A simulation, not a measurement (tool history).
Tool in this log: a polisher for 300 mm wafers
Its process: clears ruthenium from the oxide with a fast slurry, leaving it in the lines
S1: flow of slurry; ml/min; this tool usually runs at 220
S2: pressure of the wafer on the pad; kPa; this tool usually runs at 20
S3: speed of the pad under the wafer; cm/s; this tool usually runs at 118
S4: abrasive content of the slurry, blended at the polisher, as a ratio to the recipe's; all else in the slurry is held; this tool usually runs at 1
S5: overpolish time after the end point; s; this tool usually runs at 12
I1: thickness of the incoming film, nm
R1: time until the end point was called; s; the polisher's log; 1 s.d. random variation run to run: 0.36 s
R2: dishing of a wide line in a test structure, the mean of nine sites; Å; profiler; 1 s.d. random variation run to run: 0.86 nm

{"run": 1, "hour": 0.0, "S1": 220, "S2": 20, "S3": 118, "S4": 1, "S5": 12, "I1": 130.3, "R1": 24, "R2": 420}
{"run": 2, "hour": 72.1, "S1": 220, "S2": 20, "S3": 118, "S4": 1, "S5": 12, "I1": 129.4, "R1": 23.4, "R2": 425}
{"run": 3, "hour": 179.3, "S1": 220, "S2": 20, "S3": 118, "S4": 1, "S5": 12, "I1": 130.8, "R1": 24, "R2": 406}
{"run": 4, "hour": 229.5, "S1": 220, "S2": 20, "S3": 118, "S4": 1, "S5": 12, "I1": 130.2, "R1": 24.7, "R2": 407}
{"hour": 238.8, "done": "slurry nozzle cleaned"}
{"run": 5, "hour": 305.5, "S1": 220, "S2": 17.2, "S3": 146, "S4": 1.1, "S5": 19, "I1": 131.8, "R1": 23, "R2": 645}
{"run": 6, "hour": 358.1, "S1": 150, "S2": 16.5, "S3": 140, "S4": 1, "S5": 6, "I1": 131.5, "R1": 27.4, "R2": 205}
{"run": 7, "hour": 407.3, "S1": 220, "S2": 26.2, "S3": 138, "S4": 1, "S5": 12, "I1": 131.5, "R1": 16.9, "R2": 556}
{"hour": 413.4, "done": "head pressure recalibrated"}
{"run": 8, "hour": 499.5, "S1": 220, "S2": 24.1, "S3": 118, "S4": 1, "S5": 12, "I1": 131.4, "R1": 21.4, "R2": 444}
{"run": 9, "hour": 592.4, "S1": 220, "S2": 20, "S3": 118, "S4": 1.3, "S5": 9, "I1": 132.9, "R1": 24.7, "R2": 315}
{"run": 10, "hour": 695.8, "S1": 220, "S2": 20, "S3": 118, "S4": 1.1, "S5": 12, "I1": 129, "R1": 26, "R2": 383}
{"hour": 712.2, "done": "slurry blender recalibrated"}
{"hour": 810.0, "done": "worn pad replaced by a new one"}
{"run": 11, "hour": 953.7, "S1": 245, "S2": 20, "S3": 86, "S4": 1.2, "S5": 12, "I1": 130.2, "R1": 28.5, "R2": 359}
{"run": 12, "hour": 1021.4, "S1": 260, "S2": 20, "S3": 118, "S4": 1, "S5": 7, "I1": 129.5, "R1": 22.9, "R2": 253}
{"run": 13, "hour": 1076.0, "S1": 220, "S2": 20, "S3": 118, "S4": 1, "S5": 12, "I1": 128.5, "R1": 23.3, "R2": 408}
{"hour": 1085.3, "done": "slurry nozzle cleaned"}
{"run": 14, "hour": 1164.5, "S1": 220, "S2": 20, "S3": 118, "S4": 1, "S5": 12, "I1": 129.7, "R1": 23.7, "R2": 411}
{"hour": 1199.1, "done": "head pressure recalibrated"}
{"run": 15, "hour": 1280.2, "S1": 220, "S2": 14.5, "S3": 142, "S4": 1, "S5": 6, "I1": 130.4, "R1": 27.9, "R2": 194}
{"run": 16, "hour": 1378.2, "S1": 175, "S2": 13.8, "S3": 156, "S4": 1.2, "S5": 12, "I1": 131.3, "R1": 27.3, "R2": 382}
{"run": 17, "hour": 1460.7, "S1": 220, "S2": 20, "S3": 118, "S4": 1, "S5": 12, "I1": 130.6, "R1": 25.3, "R2": 401}
{"run": 18, "hour": 1558.4, "S1": 220, "S2": 17.9, "S3": 156, "S4": 1.2, "S5": 7, "I1": 132.7, "R1": 22, "R2": 286}
{"hour": 1624.7, "done": "worn pad replaced by a new one"}
{"run": 19, "hour": 1650.5, "S1": 220, "S2": 20, "S3": 118, "S4": 1, "S5": 12, "I1": 131.5, "R1": 23.5, "R2": 425}
{"hour": 1671.8, "done": "slurry blender recalibrated"}
{"run": 20, "hour": 1826.2, "S1": 220, "S2": 20, "S3": 156, "S4": 1, "S5": 9, "I1": 131, "R1": 18.5, "R2": 413}
{"run": 21, "hour": 1875.4, "S1": 240, "S2": 20, "S3": 82, "S4": 0.75, "S5": 12, "I1": 129.3, "R1": 34.6, "R2": 297}
{"hour": 1876.6, "done": "slurry nozzle cleaned"}
{"run": 22, "hour": 1970.9, "S1": 195, "S2": 20, "S3": 118, "S4": 1.1, "S5": 6, "I1": 129.2, "R1": 23.5, "R2": 228}

Run 23, settings as shown, results not yet in. Your forecast:
{"run": 23, "hour": 2007.1, "S1": 220, "S2": 15.2, "S3": 118, "S4": 1, "S5": 12, "I1": 129.8, "R1": "?", "R2": "?"}

R1: 30.5 s
R2: 323 Å
The same run, on a tool lacking any hidden state, would have yielded R1 29.5 s, R2 334 Å.

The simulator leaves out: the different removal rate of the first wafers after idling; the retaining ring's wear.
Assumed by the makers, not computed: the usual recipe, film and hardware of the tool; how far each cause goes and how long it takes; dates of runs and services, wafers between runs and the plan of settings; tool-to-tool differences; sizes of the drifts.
